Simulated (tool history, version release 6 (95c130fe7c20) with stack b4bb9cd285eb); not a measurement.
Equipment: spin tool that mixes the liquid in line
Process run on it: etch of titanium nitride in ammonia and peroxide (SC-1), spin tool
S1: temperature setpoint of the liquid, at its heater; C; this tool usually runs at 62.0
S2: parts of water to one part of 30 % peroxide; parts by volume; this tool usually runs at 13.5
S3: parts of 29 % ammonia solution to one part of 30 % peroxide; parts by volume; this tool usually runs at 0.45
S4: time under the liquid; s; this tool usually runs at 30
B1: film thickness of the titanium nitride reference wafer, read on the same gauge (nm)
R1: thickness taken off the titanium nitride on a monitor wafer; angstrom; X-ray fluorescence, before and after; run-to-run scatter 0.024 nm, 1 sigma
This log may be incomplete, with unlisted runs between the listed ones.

Run 1, hour 0.0: usual settings; B1 80.00. Result: R1 58.9 angstrom.
Run 2, hour 49.6: usual settings; B1 80.03. Result: R1 58.5 angstrom.
Run 3, hour 112.1: usual settings; B1 80.01. Result: R1 58.1 angstrom.
Run 4, hour 158.4: usual settings; B1 80.00. Result: R1 57.9 angstrom.
Run 5, hour 202.9: usual settings but S3 0.30 parts by volume; B1 80.01. Result: R1 53.4 angstrom.
Run 6, hour 370.7: usual settings but S3 0.30 parts by volume; B1 79.98. Result: R1 52.9 angstrom.
At hour 384.2: thermometer replaced.
Run 7, hour 399.1: usual settings; B1 79.97. Result: R1 57.0 angstrom.
Run 8, hour 460.8: usual settings; B1 79.98. Result: R1 57.3 angstrom.
Run 9, hour 503.2: usual settings; B1 79.97. Result: R1 56.6 angstrom.
At hour 526.9: new drum of ammonia solution connected.
Run 10, hour 568.3: usual settings; B1 80.01. Result: R1 56.8 angstrom.
Run 11, hour 628.4: usual settings; B1 79.98. Result: R1 56.0 angstrom.
At hour 642.6: gauge calibrated.
At hour 658.4: ammonia flow meter replaced.
Run 12, hour 690.2: usual settings; B1 80.00. Result: R1 57.5 angstrom.
Run 13, hour 735.4: usual settings but S1 68.0 C, S2 19.5 parts by volume, S3 0.65 parts by volume, S4 20 s; B1 80.03. Result: R1 48.8 angstrom.
At hour 790.7: heated supply line repaired.
Run 14, hour 800.4: usual settings but S1 70.0 C, S2 10.5 parts by volume, S3 0.50 parts by volume, S4 45 s; B1 80.00. Result: R1 180.2 angstrom.
Run 15, hour 838.0: usual settings but S1 56.5 C, S2 20.0 parts by volume; B1 80.01. Result: R1 34.8 angstrom.
Run 16, hour 890.2: usual settings but S1 56.0 C, S2 7.5 parts by volume, S3 0.60 parts by volume; B1 79.99. Result: R1 59.3 angstrom.
Run 17, hour 940.9: usual settings but S2 9.0 parts by volume, S4 15 s; B1 80.00. Result: R1 38.0 angstrom.
Run 18, hour 999.5: usual settings but S3 0.30 parts by volume, S4 40 s; B1 80.00. Result: R1 75.4 angstrom.

Below are 5 alternative next runs, each starting from the tool's condition after run 18. Predict each:
Run A, hour 999.9: usual settings; B1 ?. Result: R1 ?.
Run B, hour 999.9: usual settings but S2 8.5 parts by volume; B1 ?. Result: R1 ?.
Run C, hour 999.9: usual settings but S1 70.0 C, S2 16.0 parts by volume, S3 0.30 parts by volume, S4 35 s; B1 ?. Result: R1 ?.
Run D, hour 999.9: usual settings but S2 17.0 parts by volume; B1 ?. Result: R1 ?.
Run E, hour 999.9: usual settings but S4 15 s; B1 ?. Result: R1 ?.

run     B1    R1
  A  80.00  61.1
  B  80.00  78.0
  C  80.00  99.9
  D  80.00  53.8
  E  80.00  30.5
With no hidden state in the tool, these same runs would have given:
run     R1
  A   62.8
  B   80.2
  C  102.7
  D   55.4
  E   31.4

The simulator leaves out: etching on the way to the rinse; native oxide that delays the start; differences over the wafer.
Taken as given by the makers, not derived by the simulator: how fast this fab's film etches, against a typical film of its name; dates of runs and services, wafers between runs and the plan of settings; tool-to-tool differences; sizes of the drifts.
